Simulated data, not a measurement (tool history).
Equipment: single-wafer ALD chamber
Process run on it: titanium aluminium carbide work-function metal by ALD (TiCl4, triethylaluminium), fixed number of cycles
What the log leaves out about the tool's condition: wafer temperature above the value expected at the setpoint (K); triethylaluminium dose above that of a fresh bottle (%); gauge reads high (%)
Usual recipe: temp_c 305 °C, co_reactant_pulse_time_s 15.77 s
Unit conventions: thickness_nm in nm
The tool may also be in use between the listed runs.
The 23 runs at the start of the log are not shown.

run	day	temp_c	co_reactant_pulse_time_s	wafers since the last listed run	hours since the last thermocouple change	hours since the last triethylaluminium bottle change	hours since the showerhead was replaced	hours since the gauge calibration	read-back reference wafer on the same gauge, thickness_nm	thickness_nm
24	70.733	305	15.77	773	488.4	1153.8	891.8	806.0	2.231	1.980
25	73.021	313	13.89	429	543.3	1208.7	946.7	860.9	2.229	2.013
26	75.729	296	9.72	508	608.3	1273.7	1011.7	925.9	2.228	1.517
27	80.192	312	15.77	838	715.4	1380.8	1118.8	1033.0	2.233	2.047
# day 83.250: triethylaluminium bottle replaced
28	83.892	291	21.49	632	804.2	15.4	1207.6	1121.8	2.231	1.881
29	87.558	305	15.77	688	892.2	103.4	1295.6	1209.8	2.231	2.007
30	89.529	314	19.92	370	939.5	150.7	1342.9	1257.1	2.231	2.091
31	92.254	305	15.77	511	1004.9	216.1	1408.3	1322.5	2.230	1.995
32	96.342	316	17.49	767	1103.0	314.2	1506.4	1420.6	2.232	2.104
# day 99.538: thermocouple changed; heater temperature recalibrated
33	100.383	309	13.82	696	20.3	411.2	1603.4	1517.6	2.230	1.984

3 ways to go on from here, each from the tool as it stands after run 33. What would each give?
A	100.400	305	10.07	3	20.7	411.6	1603.8	1518.0	?	?
B	100.400	290	18.89	3	20.7	411.6	1603.8	1518.0	?	?
C	100.400	310	19.01	3	20.7	411.6	1603.8	1518.0	?	?

run	read-back reference wafer on the same gauge, thickness_nm	thickness_nm
A	2.229	1.725
B	2.229	1.852
C	2.229	2.033
The same runs, with their run-to-run variation unchanged, on a tool lacking any hidden condition would have given:
run	thickness_nm
A	1.748
B	1.856
C	2.037
